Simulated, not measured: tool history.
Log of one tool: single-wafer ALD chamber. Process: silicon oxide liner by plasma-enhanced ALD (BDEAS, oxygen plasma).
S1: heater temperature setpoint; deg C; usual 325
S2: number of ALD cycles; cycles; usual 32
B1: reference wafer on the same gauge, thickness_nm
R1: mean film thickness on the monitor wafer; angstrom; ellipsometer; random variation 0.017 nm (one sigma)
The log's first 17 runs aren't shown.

{"run": 18, "hour": 194.7, "S1": 321, "S2": 38, "B1": 3.058, "R1": 36.34}
{"run": 19, "hour": 210.9, "S1": 320, "S2": 32, "B1": 3.049, "R1": 30.51}
{"run": 20, "hour": 227.9, "S1": 325, "S2": 32, "B1": 3.06, "R1": 30.39}
{"run": 21, "hour": 234.0, "S1": 332, "S2": 38, "B1": 3.05, "R1": 36.27}
{"run": 22, "hour": 249.3, "S1": 313, "S2": 28, "B1": 3.068, "R1": 27.13}
{"run": 23, "hour": 267.2, "S1": 325, "S2": 37, "B1": 3.048, "R1": 34.84}
{"run": 24, "hour": 280.3, "S1": 325, "S2": 32, "B1": 3.057, "R1": 30.49}
{"hour": 294.3, "done": "thermocouple changed; heater temperature recalibrated"}
{"run": 25, "hour": 294.9, "S1": 325, "S2": 32, "B1": 3.059, "R1": 30.54}
{"run": 26, "hour": 303.5, "S1": 311, "S2": 35, "B1": 3.058, "R1": 33.96}
{"hour": 311.6, "done": "gauge calibrated"}
{"run": 27, "hour": 321.5, "S1": 329, "S2": 37, "B1": 3.062, "R1": 35.14}
{"run": 28, "hour": 334.7, "S1": 325, "S2": 32, "B1": 3.054, "R1": 30.39}
{"run": 29, "hour": 342.5, "S1": 331, "S2": 34, "B1": 3.067, "R1": 31.74}
{"run": 30, "hour": 348.6, "S1": 330, "S2": 29, "B1": 3.06, "R1": 27.5}
{"run": 31, "hour": 359.8, "S1": 332, "S2": 28, "B1": 3.064, "R1": 26.36}
{"run": 32, "hour": 375.6, "S1": 325, "S2": 32, "B1": 3.058, "R1": 30.28}
{"run": 33, "hour": 382.0, "S1": 325, "S2": 32, "B1": 3.061, "R1": 30.21}
{"run": 34, "hour": 392.9, "S1": 315, "S2": 32, "B1": 3.057, "R1": 31.13}

4 ways to go on from here, each from the tool as it stands after run 34. What would each give?
{"run": "A", "hour": 393.3, "S1": 325, "S2": 32, "B1": "?", "R1": "?"}
{"run": "B", "hour": 393.3, "S1": 313, "S2": 30, "B1": "?", "R1": "?"}
{"run": "C", "hour": 393.3, "S1": 335, "S2": 36, "B1": "?", "R1": "?"}
{"run": "D", "hour": 393.3, "S1": 313, "S2": 34, "B1": "?", "R1": "?"}

run=A B1=3.059 R1=30.48
run=B B1=3.059 R1=29.01
run=C B1=3.059 R1=33.85
run=D B1=3.059 R1=32.88
Without the tool's hidden state the same runs would have given:
run=A R1=30.48
run=B R1=29.01
run=C R1=33.85
run=D R1=32.88
